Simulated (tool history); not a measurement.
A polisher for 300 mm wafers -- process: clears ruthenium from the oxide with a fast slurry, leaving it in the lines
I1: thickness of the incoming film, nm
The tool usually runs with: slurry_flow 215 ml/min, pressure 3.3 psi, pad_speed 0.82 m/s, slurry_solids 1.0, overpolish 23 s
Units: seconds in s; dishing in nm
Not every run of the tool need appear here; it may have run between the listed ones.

run 1 hour=0.0 | slurry_flow=215 pressure=3.3 pad_speed=0.82 slurry_solids=1.0 overpolish=23 | I1=241.4 | seconds=68.0 dishing=54.7
run 2 hour=16.5 | slurry_flow=215 pressure=3.3 pad_speed=0.82 slurry_solids=1.0 overpolish=23 | I1=241.6 | seconds=72.1 dishing=56.2
run 3 hour=28.6 | slurry_flow=215 pressure=3.3 pad_speed=0.82 slurry_solids=1.0 overpolish=23 | I1=242.0 | seconds=72.5 dishing=53.5
run 4 hour=46.0 | slurry_flow=215 pressure=3.8 pad_speed=0.82 slurry_solids=1.0 overpolish=23 | I1=239.6 | seconds=63.8 dishing=57.2
run 5 hour=79.0 | slurry_flow=215 pressure=3.8 pad_speed=0.82 slurry_solids=1.0 overpolish=23 | I1=239.0 | seconds=71.5 dishing=56.5
-- hour=85.4 worn pad replaced by a new one
run 6 hour=114.7 | slurry_flow=215 pressure=3.8 pad_speed=0.82 slurry_solids=1.0 overpolish=23 | I1=240.4 | seconds=64.6 dishing=59.9
run 7 hour=178.6 | slurry_flow=215 pressure=3.3 pad_speed=0.82 slurry_solids=1.0 overpolish=23 | I1=237.7 | seconds=77.9 dishing=50.6
-- hour=194.2 slurry blender recalibrated
-- hour=199.1 worn pad replaced by a new one
run 8 hour=201.6 | slurry_flow=215 pressure=3.3 pad_speed=0.82 slurry_solids=1.0 overpolish=23 | I1=241.8 | seconds=64.7 dishing=60.3
-- hour=214.0 slurry nozzle cleaned
run 9 hour=219.3 | slurry_flow=215 pressure=3.3 pad_speed=0.82 slurry_solids=1.0 overpolish=23 | I1=235.6 | seconds=64.7 dishing=59.6
-- hour=233.9 head pressure recalibrated
run 10 hour=234.4 | slurry_flow=215 pressure=3.3 pad_speed=0.82 slurry_solids=1.0 overpolish=23 | I1=237.5 | seconds=62.4 dishing=58.2
run 11 hour=267.3 | slurry_flow=215 pressure=3.3 pad_speed=0.82 slurry_solids=1.0 overpolish=23 | I1=239.7 | seconds=65.5 dishing=56.3
run 12 hour=281.6 | slurry_flow=215 pressure=3.8 pad_speed=0.82 slurry_solids=1.0 overpolish=23 | I1=243.7 | seconds=63.1 dishing=62.2
run 13 hour=309.1 | slurry_flow=215 pressure=3.3 pad_speed=0.70 slurry_solids=1.0 overpolish=23 | I1=241.8 | seconds=87.5 dishing=47.3
-- hour=316.1 worn pad replaced by a new one
run 14 hour=337.2 | slurry_flow=215 pressure=3.3 pad_speed=0.82 slurry_solids=1.0 overpolish=36 | I1=241.1 | seconds=65.0 dishing=82.9
run 15 hour=368.9 | slurry_flow=215 pressure=3.3 pad_speed=0.82 slurry_solids=1.0 overpolish=36 | I1=241.0 | seconds=67.3 dishing=80.4
run 16 hour=394.5 | slurry_flow=190 pressure=3.3 pad_speed=0.82 slurry_solids=1.0 overpolish=23 | I1=239.1 | seconds=70.0 dishing=54.7
run 17 hour=416.3 | slurry_flow=245 pressure=2.1 pad_speed=0.64 slurry_solids=1.0 overpolish=27 | I1=243.3 | seconds=132.6 dishing=37.8
run 18 hour=432.2 | slurry_flow=245 pressure=2.7 pad_speed=0.74 slurry_solids=0.8 overpolish=23 | I1=242.0 | seconds=116.3 dishing=35.1

Run 19 has not been measured yet. What should we expect?
-- hour=443.7 worn pad replaced by a new one
run 19 hour=467.4 | slurry_flow=215 pressure=3.3 pad_speed=0.82 slurry_solids=1.0 overpolish=23 | I1=239.0 | seconds=? dishing=?

Run 19 measured seconds 71.2 s, dishing 55.4 nm.
On a tool with no hidden condition, and with the same random variation, this run would have come out at seconds 63.2 s, dishing 61.1 nm.
